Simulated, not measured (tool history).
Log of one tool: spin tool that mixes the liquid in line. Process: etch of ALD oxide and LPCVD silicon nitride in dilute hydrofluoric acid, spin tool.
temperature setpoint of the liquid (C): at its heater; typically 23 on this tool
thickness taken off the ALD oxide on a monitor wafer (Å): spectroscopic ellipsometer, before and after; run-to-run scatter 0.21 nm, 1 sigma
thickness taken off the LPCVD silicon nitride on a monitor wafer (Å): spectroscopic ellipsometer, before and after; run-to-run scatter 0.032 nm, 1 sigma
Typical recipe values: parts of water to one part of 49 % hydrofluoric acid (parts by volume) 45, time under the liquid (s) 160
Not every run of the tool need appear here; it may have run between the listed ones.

run     day  temperature setpoint of the liquid (C)  parts of water to one part of 49 % hydrofluoric acid (parts by volume)  time under the liquid (s)  wafers since the last listed run  hours since the thermometer was replaced  hours since the hydrofluoric acid flow meter was replaced  hours since the gauge calibration  read-back film thickness of the ALD oxide reference wafer, read on the same gauge (nm)  read-back film thickness of the LPCVD silicon nitride reference wafer, read on the same gauge (nm)  thickness taken off the ALD oxide on a monitor wafer (Å)  thickness taken off the LPCVD silicon nitride on a monitor wafer (Å)
  1       0                                      27                                                                      45                        160                                 0                                     128.2                                                        431                              669.1                                                                                  129.98                                                                                              40.014                                                     450.2                                                                 21.53
  2   2.512                                      23                                                                      45                         95                               497                                     188.5                                                      491.3                              729.4                                                                                  129.98                                                                                              40.011                                                     223.2                                                                  9.97
  3   3.238                                      23                                                                      45                         95                               143                                     205.9                                                      508.7                              746.8                                                                                  130.01                                                                                              39.996                                                     221.6                                                                   9.9
  4   4.108                                    20.5                                                                      30                         95                               172                                     226.8                                                      529.6                              767.7                                                                                  130.03                                                                                               39.99                                                     306.5                                                                 12.04
  5   5.412                                      23                                                                      45                        195                               258                                     258.1                                                      560.9                                799                                                                                  130.01                                                                                              40.005                                                     459.1                                                                 19.86
  6   6.604                                      23                                                                      45                        160                               235                                     286.7                                                      589.5                              827.6                                                                                     130                                                                                              39.997                                                     378.7                                                                 16.59
      6.721  -- hydrofluoric acid flow meter replaced
      7.225  -- gauge calibrated
  7   7.867                                      23                                                                      45                        160                               241                                       317                                                       27.5                               15.4                                                                                     130                                                                                               40.02                                                     378.1                                                                 16.85
  8   9.129                                      23                                                                      25                         85                               249                                     347.3                                                       57.8                               45.7                                                                                     130                                                                                              39.997                                                     368.2                                                                 15.85
  9   9.838                                    21.5                                                                      65                        160                               140                                     364.3                                                       74.8                               62.7                                                                                  130.02                                                                                              40.009                                                     238.9                                                                 10.42
 10  10.558                                      25                                                                      45                        160                               142                                     381.6                                                       92.1                                 80                                                                                     130                                                                                              40.002                                                     410.4                                                                 19.09
 11  11.904                                      23                                                                      30                        230                               266                                     413.9                                                      124.4                              112.3                                                                                  130.01                                                                                              40.006                                                     825.1                                                                 35.02
 12  12.458                                    25.5                                                                      60                         95                               109                                     427.2                                                      137.7                              125.6                                                                                     130                                                                                              39.997                                                     181.6                                                                  9.21
 13  13.017                                      23                                                                      45                        210                               110                                     440.6                                                      151.1                                139                                                                                  130.03                                                                                              40.007                                                     487.5                                                                 21.69
 14   13.65                                      27                                                                      35                        160                               125                                     455.8                                                      166.3                              154.2                                                                                  130.01                                                                                              39.999                                                       575                                                                    28
 15  14.233                                      23                                                                      45                        160                               115                                     469.8                                                      180.3                              168.2                                                                                  129.99                                                                                              40.006                                                     377.2                                                                 16.39
 16  15.079                                      23                                                                      45                        100                               167                                     490.1                                                      200.6                              188.5                                                                                  129.99                                                                                              40.004                                                     234.3                                                                 10.35
 17  15.617                                    19.5                                                                      35                        230                               106                                       503                                                      213.5                              201.4                                                                                     130                                                                                              40.012                                                     606.9                                                                 24.14
 18  18.838                                      23                                                                      35                        160                               637                                     580.3                                                      290.8                              278.7                                                                                  129.99                                                                                              40.002                                                     489.2                                                                 20.87
 19  19.417                                      23                                                                      25                        160                               114                                     594.2                                                      304.7                              292.6                                                                                  129.99                                                                                              40.008                                                     691.8                                                                 28.56
 20  20.312                                      19                                                                      45                         70                               177                                     615.7                                                      326.2                              314.1                                                                                  130.02                                                                                              39.985                                                     138.8                                                                  5.68
 21  21.067                                    25.5                                                                      25                        255                               149                                     633.8                                                      344.3                              332.2                                                                                     130                                                                                              40.002                                                    1238.1                                                                 54.96
 22  21.833                                      18                                                                      50                         90                               151                                     652.2                                                      362.7                              350.6                                                                                  130.01                                                                                              39.992                                                       152                                                                  5.87
 23  22.383                                      23                                                                      45                        160                               108                                     665.4                                                      375.9                              363.8                                                                                     130                                                                                               39.99                                                     378.8                                                                 16.31
 24  22.942                                      23                                                                      45                        160                               110                                     678.8                                                      389.3                              377.2                                                                                     130                                                                                              40.014                                                     374.2                                                                 16.86
 25  23.521                                      23                                                                      45                        105                               114                                     692.7                                                      403.2                              391.1                                                                                     130                                                                                              40.004                                                     246.4                                                                 10.92

Below are 5 alternative next runs, each starting from the tool's condition after run 25. Predict each:
  A  23.542                                      23                                                                      65                        160                                 4                                     693.2                                                      403.7                              391.6                                                                                       ?                                                                                                   ?                                                         ?                                                                     ?
  B  23.542                                      23                                                                      50                        115                                 4                                     693.2                                                      403.7                              391.6                                                                                       ?                                                                                                   ?                                                         ?                                                                     ?
  C  23.542                                    25.5                                                                      45                        160                                 4                                     693.2                                                      403.7                              391.6                                                                                       ?                                                                                                   ?                                                         ?                                                                     ?
  D  23.542                                      21                                                                      50                        120                                 4                                     693.2                                                      403.7                              391.6                                                                                       ?                                                                                                   ?                                                         ?                                                                     ?
  E  23.542                                      23                                                                      60                        160                                 4                                     693.2                                                      403.7                              391.6                                                                                       ?                                                                                                   ?                                                         ?                                                                     ?

run  read-back film thickness of the ALD oxide reference wafer, read on the same gauge (nm)  read-back film thickness of the LPCVD silicon nitride reference wafer, read on the same gauge (nm)  thickness taken off the ALD oxide on a monitor wafer (Å)  thickness taken off the LPCVD silicon nitride on a monitor wafer (Å)
  A                                                                                  130.01                                                                                              39.994                                                     253.1                                                                 11.59
  B                                                                                  130.01                                                                                              39.994                                                     241.1                                                                 10.77
  C                                                                                  130.01                                                                                              39.994                                                     415.9                                                                 19.66
  D                                                                                  130.01                                                                                              39.994                                                     231.4                                                                   9.8
  E                                                                                  130.01                                                                                              39.994                                                       276                                                                 12.54
With the hidden condition removed and each run's random variation left untouched, the same runs would have given:
run  thickness taken off the ALD oxide on a monitor wafer (Å)  thickness taken off the LPCVD silicon nitride on a monitor wafer (Å)
  A                                                     253.1                                                                 11.59
  B                                                     241.1                                                                 10.77
  C                                                     415.9                                                                 19.66
  D                                                     231.4                                                                   9.8
  E                                                       276                                                                 12.54
